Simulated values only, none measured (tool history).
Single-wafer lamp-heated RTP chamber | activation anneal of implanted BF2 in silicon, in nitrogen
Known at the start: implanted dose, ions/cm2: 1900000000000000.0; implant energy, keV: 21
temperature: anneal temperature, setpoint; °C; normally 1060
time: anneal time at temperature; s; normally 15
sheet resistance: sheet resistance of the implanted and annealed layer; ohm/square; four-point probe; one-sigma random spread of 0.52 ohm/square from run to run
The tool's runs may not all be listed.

run,hour,temperature,time,wafers since the last listed run,wafers since the last pyrometer calibration,wafers since the reflector plate was cleaned,hours since the gauge calibration,"read-back reference wafer on the same gauge, sheet resistance",sheet resistance
1,0,1060,15,0,4747,6385,185.5,107.98,101.64
2,22,1060,15,215,4963,6601,207.5,108,101.71
3,53.7,1060,15,311,5274,6912,239.2,107.92,100.3
4,95.3,1049,15,408,5683,7321,280.8,107.97,109.47
5,122.9,1049,15,270,5954,7592,308.4,107.93,109.82
6,149.9,1049,15,265,6219,7857,335.4,108.09,109.25
7,165.5,1060,15,153,6372,8010,351,107.91,100.44
8,182.6,1060,15,167,6540,8178,368.1,107.99,100.83
9,196.4,1040,15,135,6676,8313,381.9,108.03,116.54
10,231.6,1040,15,345,7021,8659,417.1,108.01,115.57
11,258.4,1040,15,263,7284,8922,443.9,108.01,116.1
12,287.6,1060,15,286,7571,9209,473.1,107.99,100.85
# hour 304.3: pyrometer window cleaned and pyrometer calibrated
13,304.8,1060,15,90,5,9299,490.3,108.06,104.95
14,329.7,1060,15,244,249,9544,515.2,107.98,104.11
15,347.4,1060,15,173,423,9717,532.9,107.99,104.38
16,363.7,1060,15,160,583,9877,549.2,107.95,104.56
17,399.3,1060,15,349,932,10227,584.8,107.96,103.36
18,417.8,1060,21,181,1114,10409,603.3,108.01,96.49
19,432.6,1082,22,145,1259,10554,618.1,108.05,80.45
# hour 442.7: gauge calibrated
20,467.5,1060,15,342,1602,10897,24.8,107.94,103.51
21,497.5,1060,15,294,1896,11191,54.8,107.93,102.33
# hour 523.7: reflector plate cleaned
22,524.2,1051,10,183,2080,4,81.5,107.98,118.74
23,539,1037,24,145,2225,150,96.3,108.09,109.85
24,560,1060,23,206,2432,356,117.3,107.95,93.19
25,579.1,1060,15,187,2619,543,136.4,107.99,102.01
26,613,1081,22,332,2952,876,170.3,107.94,80.06
27,664.7,1090,15,507,3460,1384,222,107.98,81.74
28,687.3,1060,15,221,3681,1606,244.6,107.95,101.21
29,704.6,1060,15,169,3851,1776,261.9,108.06,100.76
30,736.1,1060,15,309,4161,2085,293.4,107.97,100.97
31,748.5,1060,15,121,4282,2207,305.8,107.94,101.16
32,776,1060,15,269,4552,2477,333.3,107.97,101.11
33,788.2,1060,24,119,4672,2596,345.5,107.86,91.12
34,806.8,1060,11,182,4855,2779,364.1,108.12,107.34
35,822,1078,15,149,5004,2928,379.3,107.95,88.83
36,846.8,1051,9,243,5247,3172,404.1,107.98,119.53

Below are 3 alternative next runs, each starting from the tool's condition after run 36. Predict each:
A,847.2,1060,15,3,5251,3176,404.5,?,?
B,847.2,1084,15,3,5251,3176,404.5,?,?
C,847.2,1078,24,3,5251,3176,404.5,?,?

run,"read-back reference wafer on the same gauge, sheet resistance",sheet resistance
A,108.03,100.7
B,108.03,84.61
C,108.03,79.38
The same runs, with their run-to-run variation unchanged, on a tool lacking any hidden condition would have given:
run,sheet resistance
A,105.37
B,88.36
C,82.97
